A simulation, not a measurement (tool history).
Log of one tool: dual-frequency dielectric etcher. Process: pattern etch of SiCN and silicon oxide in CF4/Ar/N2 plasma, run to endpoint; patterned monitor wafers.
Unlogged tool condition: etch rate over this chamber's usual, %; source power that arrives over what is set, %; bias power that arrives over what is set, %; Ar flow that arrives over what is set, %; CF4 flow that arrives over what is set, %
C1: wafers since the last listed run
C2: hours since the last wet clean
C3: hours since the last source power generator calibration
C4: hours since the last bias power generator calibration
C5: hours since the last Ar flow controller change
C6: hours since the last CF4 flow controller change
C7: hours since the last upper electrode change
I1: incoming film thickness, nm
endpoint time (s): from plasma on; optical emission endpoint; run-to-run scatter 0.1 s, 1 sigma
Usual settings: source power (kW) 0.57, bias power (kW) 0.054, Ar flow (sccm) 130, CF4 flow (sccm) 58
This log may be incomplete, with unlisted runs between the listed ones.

Run 1, hour 0: usual settings; C1 0; C2 415; C3 3414.1; C4 899.2; C5 3026.1; C6 1472.5; C7 3744.2; I1 14.82. Result: endpoint time (s) 17.2.
Run 2, hour 87.6: usual settings; C1 1247; C2 502.6; C3 3501.7; C4 986.8; C5 3113.7; C6 1560.1; C7 3831.8; I1 14.81. Result: endpoint time (s) 17.1.
At hour 161: CF4 flow controller replaced.
At hour 176.8: wet clean of the chamber.
Run 3, hour 177.3: usual settings; C1 966; C2 0.5; C3 3591.4; C4 1076.5; C5 3203.4; C6 16.3; C7 3921.5; I1 14.73. Result: endpoint time (s) 17.1.
At hour 208: upper electrode replaced.
Run 4, hour 271.1: usual settings; C1 993; C2 94.3; C3 3685.2; C4 1170.3; C5 3297.2; C6 110.1; C7 63.1; I1 14.83. Result: endpoint time (s) 17.4.
Run 5, hour 317.4: usual settings; C1 659; C2 140.6; C3 3731.5; C4 1216.6; C5 3343.5; C6 156.4; C7 109.4; I1 14.78. Result: endpoint time (s) 17.2.
Run 6, hour 414.2: usual settings but Ar flow (sccm) 115, CF4 flow (sccm) 68; C1 1378; C2 237.4; C3 3828.3; C4 1313.4; C5 3440.3; C6 253.2; C7 206.2; I1 14.74. Result: endpoint time (s) 16.5.
Run 7, hour 521.6: usual settings but Ar flow (sccm) 115, CF4 flow (sccm) 68; C1 1529; C2 344.8; C3 3935.7; C4 1420.8; C5 3547.7; C6 360.6; C7 313.6; I1 14.68. Result: endpoint time (s) 16.5.
Run 8, hour 621.2: usual settings; C1 1418; C2 444.4; C3 4035.3; C4 1520.4; C5 3647.3; C6 460.2; C7 413.2; I1 14.65. Result: endpoint time (s) 17.
Run 9, hour 663.1: usual settings but bias power (kW) 0.043; C1 596; C2 486.3; C3 4077.2; C4 1562.3; C5 3689.2; C6 502.1; C7 455.1; I1 14.72. Result: endpoint time (s) 18.6.
At hour 676.6: source power generator calibrated.
At hour 730.6: wet clean of the chamber.
Run 10, hour 756.5: usual settings but source power (kW) 0.5, bias power (kW) 0.065, Ar flow (sccm) 106, CF4 flow (sccm) 52; C1 931; C2 25.9; C3 79.9; C4 1655.7; C5 3782.6; C6 595.5; C7 548.5; I1 14.75. Result: endpoint time (s) 18.1.
Run 11, hour 797.1: usual settings; C1 578; C2 66.5; C3 120.5; C4 1696.3; C5 3823.2; C6 636.1; C7 589.1; I1 14.65. Result: endpoint time (s) 17.
Run 12, hour 852.7: usual settings but bias power (kW) 0.062, Ar flow (sccm) 108; C1 791; C2 122.1; C3 176.1; C4 1751.9; C5 3878.8; C6 691.7; C7 644.7; I1 14.86. Result: endpoint time (s) 16.
At hour 881.8: bias power generator calibrated.
Run 13, hour 889.2: usual settings but bias power (kW) 0.041, CF4 flow (sccm) 50; C1 462; C2 158.6; C3 212.6; C4 7.4; C5 3915.3; C6 728.2; C7 681.2; I1 14.65. Result: endpoint time (s) 19.1.
Run 14, hour 951.6: usual settings but source power (kW) 0.64, bias power (kW) 0.06, Ar flow (sccm) 104; C1 888; C2 221; C3 275; C4 69.8; C5 3977.7; C6 790.6; C7 743.6; I1 14.75. Result: endpoint time (s) 14.1.
At hour 1004.7: Ar flow controller replaced.
Run 15, hour 1059.9: usual settings but bias power (kW) 0.062; C1 1456; C2 329.3; C3 383.3; C4 178.1; C5 55.2; C6 898.9; C7 851.9; I1 14.55. Result: endpoint time (s) 16.1.
Run 16, hour 1099.9: usual settings; C1 569; C2 369.3; C3 423.3; C4 218.1; C5 95.2; C6 938.9; C7 891.9; I1 14.61. Result: endpoint time (s) 17.1.
Run 17, hour 1161.3: usual settings but source power (kW) 0.69, bias power (kW) 0.047, Ar flow (sccm) 121, CF4 flow (sccm) 47; C1 874; C2 430.7; C3 484.7; C4 279.5; C5 156.6; C6 1000.3; C7 953.3; I1 14.9. Result: endpoint time (s) 15.
At hour 1268.8: wet clean of the chamber.
Run 18, hour 1269.3: usual settings but bias power (kW) 0.046; C1 1195; C2 0.5; C3 592.7; C4 387.5; C5 264.6; C6 1108.3; C7 1061.3; I1 14.68. Result: endpoint time (s) 18.1.
Run 19, hour 1340.8: usual settings; C1 1018; C2 72; C3 664.2; C4 459; C5 336.1; C6 1179.8; C7 1132.8; I1 14.86. Result: endpoint time (s) 17.2.
Run 20, hour 1389.5: usual settings; C1 693; C2 120.7; C3 712.9; C4 507.7; C5 384.8; C6 1228.5; C7 1181.5; I1 14.67. Result: endpoint time (s) 16.9.
Run 21, hour 1521.1: usual settings; C1 1873; C2 252.3; C3 844.5; C4 639.3; C5 516.4; C6 1360.1; C7 1313.1; I1 14.78. Result: endpoint time (s) 17.3.
Run 22, hour 1590.8: usual settings but Ar flow (sccm) 107; C1 992; C2 322; C3 914.2; C4 709; C5 586.1; C6 1429.8; C7 1382.8; I1 14.76. Result: endpoint time (s) 16.8.
Run 23, hour 1688.8: usual settings but source power (kW) 0.51, bias power (kW) 0.06, Ar flow (sccm) 118, CF4 flow (sccm) 45; C1 1395; C2 420; C3 1012.2; C4 807; C5 684.1; C6 1527.8; C7 1480.8; I1 14.78. Result: endpoint time (s) 19.
At hour 1724.5: CF4 flow controller replaced.
Run 24, hour 1795.9: usual settings but source power (kW) 0.5, CF4 flow (sccm) 63; C1 1439; C2 527.1; C3 1119.3; C4 914.1; C5 791.2; C6 71.4; C7 1587.9; I1 14.78. Result: endpoint time (s) 19.6.
At hour 1820.3: wet clean of the chamber.
Run 25, hour 1877.8: usual settings but source power (kW) 0.65, Ar flow (sccm) 157; C1 824; C2 57.5; C3 1201.2; C4 996; C5 873.1; C6 153.3; C7 1669.8; I1 14.83. Result: endpoint time (s) 15.6.

Consider 3 possible next runs. They are alternatives, not a sequence: every one starts from the tool as it was left by run 25. What does each give?
Run A, hour 1878.2: usual settings but Ar flow (sccm) 160; C1 5; C2 57.9; C3 1201.6; C4 996.4; C5 873.5; C6 153.7; C7 1670.2; I1 14.64. Result: endpoint time (s) ?.
Run B, hour 1878.2: usual settings but source power (kW) 0.44, CF4 flow (sccm) 68; C1 5; C2 57.9; C3 1201.6; C4 996.4; C5 873.5; C6 153.7; C7 1670.2; I1 14.64. Result: endpoint time (s) ?.
Run C, hour 1878.2: usual settings but source power (kW) 0.49, bias power (kW) 0.066; C1 5; C2 57.9; C3 1201.6; C4 996.4; C5 873.5; C6 153.7; C7 1670.2; I1 14.64. Result: endpoint time (s) ?.

run  endpoint time (s)
  A               17.7
  B               22.2
  C               18.7
The same runs, with their run-to-run variation unchanged, on a tool lacking any hidden condition would have given:
run  endpoint time (s)
  A               17.7
  B               22.2
  C               18.7
